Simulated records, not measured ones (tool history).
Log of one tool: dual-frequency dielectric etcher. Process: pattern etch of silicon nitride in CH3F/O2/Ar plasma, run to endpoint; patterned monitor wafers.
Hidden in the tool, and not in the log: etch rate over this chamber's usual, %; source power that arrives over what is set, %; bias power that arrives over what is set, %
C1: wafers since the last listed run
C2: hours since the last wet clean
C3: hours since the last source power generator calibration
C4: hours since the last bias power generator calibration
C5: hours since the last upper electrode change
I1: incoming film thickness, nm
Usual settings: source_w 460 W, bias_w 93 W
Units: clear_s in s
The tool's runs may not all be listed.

Run 1, hour 0: usual settings; C1 0; C2 133.6; C3 1700; C4 3135.5; C5 1396.7; I1 40.81. Result: clear_s 54.7 s.
At hour 120.3: bias power generator calibrated.
Run 2, hour 197.7: usual settings but source_w 490 W; C1 1892; C2 331.3; C3 1897.7; C4 77.4; C5 1594.4; I1 41.02. Result: clear_s 55.3 s.
Run 3, hour 247.1: usual settings but source_w 490 W; C1 482; C2 380.7; C3 1947.1; C4 126.8; C5 1643.8; I1 41.18. Result: clear_s 54.5 s.
Run 4, hour 292.8: usual settings but source_w 490 W; C1 446; C2 426.4; C3 1992.8; C4 172.5; C5 1689.5; I1 40.94. Result: clear_s 55.4 s.
Run 5, hour 325.6: usual settings; C1 320; C2 459.2; C3 2025.6; C4 205.3; C5 1722.3; I1 41.14. Result: clear_s 57.2 s.
Run 6, hour 376.1: usual settings; C1 493; C2 509.7; C3 2076.1; C4 255.8; C5 1772.8; I1 41.23. Result: clear_s 57.7 s.
Run 7, hour 447.9: usual settings; C1 701; C2 581.5; C3 2147.9; C4 327.6; C5 1844.6; I1 40.97. Result: clear_s 57.9 s.
At hour 509.1: wet clean of the chamber.
Run 8, hour 509.6: usual settings but bias_w 88 W; C1 368; C2 0.5; C3 2209.6; C4 389.3; C5 1906.3; I1 40.9. Result: clear_s 55.9 s.
Run 9, hour 575.8: usual settings but bias_w 88 W; C1 646; C2 66.7; C3 2275.8; C4 455.5; C5 1972.5; I1 41.01. Result: clear_s 55.9 s.
Run 10, hour 628.6: usual settings but bias_w 88 W; C1 515; C2 119.5; C3 2328.6; C4 508.3; C5 2025.3; I1 40.72. Result: clear_s 55.6 s.
Run 11, hour 680.2: usual settings; C1 504; C2 171.1; C3 2380.2; C4 559.9; C5 2076.9; I1 41.06. Result: clear_s 55 s.
Run 12, hour 779.3: usual settings; C1 968; C2 270.2; C3 2479.3; C4 659; C5 2176; I1 41.07. Result: clear_s 55.2 s.
Run 13, hour 811.6: usual settings; C1 315; C2 302.5; C3 2511.6; C4 691.3; C5 2208.3; I1 40.89. Result: clear_s 55.3 s.
Run 14, hour 836.5: usual settings; C1 243; C2 327.4; C3 2536.5; C4 716.2; C5 2233.2; I1 41.04. Result: clear_s 55.8 s.
Run 15, hour 868.3: usual settings but source_w 400 W; C1 310; C2 359.2; C3 2568.3; C4 748; C5 2265; I1 40.84. Result: clear_s 58 s.
Run 16, hour 915.6: usual settings but bias_w 84 W; C1 462; C2 406.5; C3 2615.6; C4 795.3; C5 2312.3; I1 41.01. Result: clear_s 59 s.
At hour 947.5: source power generator calibrated.
Run 17, hour 994.1: usual settings but bias_w 103 W; C1 728; C2 485; C3 46.6; C4 873.8; C5 2390.8; I1 40.99. Result: clear_s 54.1 s.
Run 18, hour 1048.1: usual settings but source_w 540 W; C1 527; C2 539; C3 100.6; C4 927.8; C5 2444.8; I1 41.63. Result: clear_s 54.5 s.
Run 19, hour 1078.4: usual settings; C1 296; C2 569.3; C3 130.9; C4 958.1; C5 2475.1; I1 41.12. Result: clear_s 56.8 s.
At hour 1146: wet clean of the chamber.
Run 20, hour 1146.5: usual settings but source_w 370 W, bias_w 82 W; C1 430; C2 0.5; C3 199; C4 1026.2; C5 2543.2; I1 41.24. Result: clear_s 61.6 s.
At hour 1226.4: upper electrode replaced.
Run 21, hour 1226.9: usual settings but source_w 570 W, bias_w 84 W; C1 551; C2 80.9; C3 279.4; C4 1106.6; C5 0.5; I1 41.09. Result: clear_s 53.8 s.
Run 22, hour 1236.4: usual settings but source_w 410 W, bias_w 111 W; C1 92; C2 90.4; C3 288.9; C4 1116.1; C5 10; I1 40.99. Result: clear_s 52 s.
Run 23, hour 1279.8: usual settings but source_w 390 W, bias_w 115 W; C1 424; C2 133.8; C3 332.3; C4 1159.5; C5 53.4; I1 41.16. Result: clear_s 51.9 s.
Run 24, hour 1345.4: usual settings but source_w 500 W, bias_w 75 W; C1 641; C2 199.4; C3 397.9; C4 1225.1; C5 119; I1 40.98. Result: clear_s 58.3 s.
Run 25, hour 1392.8: usual settings but source_w 520 W, bias_w 112 W; C1 463; C2 246.8; C3 445.3; C4 1272.5; C5 166.4; I1 40.75. Result: clear_s 48 s.
Run 26, hour 1450.5: usual settings; C1 563; C2 304.5; C3 503; C4 1330.2; C5 224.1; I1 41.03. Result: clear_s 54.7 s.
Run 27, hour 1487.6: usual settings; C1 362; C2 341.6; C3 540.1; C4 1367.3; C5 261.2; I1 41.19. Result: clear_s 55.9 s.
Run 28, hour 1551.6: usual settings but source_w 350 W; C1 625; C2 405.6; C3 604.1; C4 1431.3; C5 325.2; I1 41.03. Result: clear_s 61.2 s.
Run 29, hour 1598.6: usual settings but source_w 400 W, bias_w 100 W; C1 459; C2 452.6; C3 651.1; C4 1478.3; C5 372.2; I1 40.9. Result: clear_s 55.7 s.
Run 30, hour 1628: usual settings but source_w 370 W; C1 287; C2 482; C3 680.5; C4 1507.7; C5 401.6; I1 40.8. Result: clear_s 59.9 s.
Run 31, hour 1686.4: usual settings but source_w 390 W, bias_w 116 W; C1 570; C2 540.4; C3 738.9; C4 1566.1; C5 460; I1 40.92. Result: clear_s 54 s.
Run 32, hour 1712.6: usual settings but source_w 510 W; C1 256; C2 566.6; C3 765.1; C4 1592.3; C5 486.2; I1 41.15. Result: clear_s 55.2 s.
At hour 1738.3: wet clean of the chamber.
Run 33, hour 1780.5: usual settings but source_w 410 W, bias_w 111 W; C1 429; C2 42.2; C3 833; C4 1660.2; C5 554.1; I1 41.13. Result: clear_s 53 s.
Run 34, hour 1850.9: usual settings but source_w 560 W, bias_w 83 W; C1 687; C2 112.6; C3 903.4; C4 1730.6; C5 624.5; I1 41.29. Result: clear_s 54.4 s.
Run 35, hour 1912.7: usual settings but source_w 430 W, bias_w 86 W; C1 603; C2 174.4; C3 965.2; C4 1792.4; C5 686.3; I1 41.18. Result: clear_s 59.2 s.

How the hidden state differs across the entries between the runs, from the last listed run before each to the first after it:
Between runs 1 and 2: bias power generator calibrated (hour 120.3)
  etch rate over this chamber's usual, %: -1.08 -> -2.88
  measured less the result without the state, clear_s: +0.6 -> +1.6 s
Between runs 7 and 8: wet clean of the chamber (hour 509.1)
  etch rate over this chamber's usual, %: -5.17 -> 0.474
  measured less the result without the state, clear_s: +3 -> -0.3 s
Between runs 16 and 17: source power generator calibrated (hour 947.5)
  etch rate over this chamber's usual, %: -3.24 -> -3.95
  measured less the result without the state, clear_s: +1.9 -> +2.2 s
Between runs 19 and 20: wet clean of the chamber (hour 1146)
  etch rate over this chamber's usual, %: -4.72 -> 1.28
  measured less the result without the state, clear_s: +2.6 -> -0.8 s
Between runs 20 and 21: upper electrode replaced (hour 1226.4)
  etch rate over this chamber's usual, %: 1.28 -> 0.546
  measured less the result without the state, clear_s: -0.8 -> -0.3 s
Between runs 32 and 33: wet clean of the chamber (hour 1738.3)
  etch rate over this chamber's usual, %: -3.89 -> -0.383
  measured less the result without the state, clear_s: +2.1 -> +0.2 s

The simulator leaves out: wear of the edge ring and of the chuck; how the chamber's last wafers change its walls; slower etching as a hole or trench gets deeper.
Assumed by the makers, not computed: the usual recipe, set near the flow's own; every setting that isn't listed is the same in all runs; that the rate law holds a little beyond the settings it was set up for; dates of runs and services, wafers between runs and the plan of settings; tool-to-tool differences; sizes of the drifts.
